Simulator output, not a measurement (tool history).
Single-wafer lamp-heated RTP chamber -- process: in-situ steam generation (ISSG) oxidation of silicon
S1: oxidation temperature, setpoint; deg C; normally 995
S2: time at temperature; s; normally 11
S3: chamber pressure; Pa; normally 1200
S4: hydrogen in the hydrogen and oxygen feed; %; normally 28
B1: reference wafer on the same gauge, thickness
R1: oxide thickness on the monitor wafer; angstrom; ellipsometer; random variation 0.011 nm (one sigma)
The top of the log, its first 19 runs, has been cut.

run   hour    S1  S2    S3  S4     B1     R1
 20  495.9   978   9  1360  28  4.220  39.46
 21  524.1   995  13  1000  32  4.221  52.30
 22  553.0   977  13  1200  23  4.219  44.66
 23  570.7   995  11  1200  28  4.224  46.25
 24  599.9   995  11  1200  28  4.221  46.41
 25  624.4   980  14  1267  20  4.224  44.59
 26  656.5   995  11  1200  28  4.223  46.48
 27  680.7   995   8  1307  32  4.227  41.54
 28  705.1  1009  11  1360  24  4.227  45.72
 29  724.9  1008  13  1347  28  4.228  50.69
 30  740.7   995  11  1200  28  4.229  46.19

5 options for the next run, each taken on its own from the tool as it stands now. Forecast them:
  A  741.1  987  11  1200  28   ?   ?
  B  741.1  995  11  1147  28   ?   ?
  C  741.1  995  11  1133  28   ?   ?
  D  741.1  988   7  1333  23   ?   ?
  E  741.1  984  14  1360  32   ?   ?

run     B1     R1
  A  4.228  45.17
  B  4.228  46.60
  C  4.228  46.66
  D  4.228  35.33
  E  4.228  49.57
Take away the tool's hidden state, keep each run's random variation, and the runs would have read:
run     R1
  A  44.65
  B  46.06
  C  46.12
  D  34.92
  E  49.00
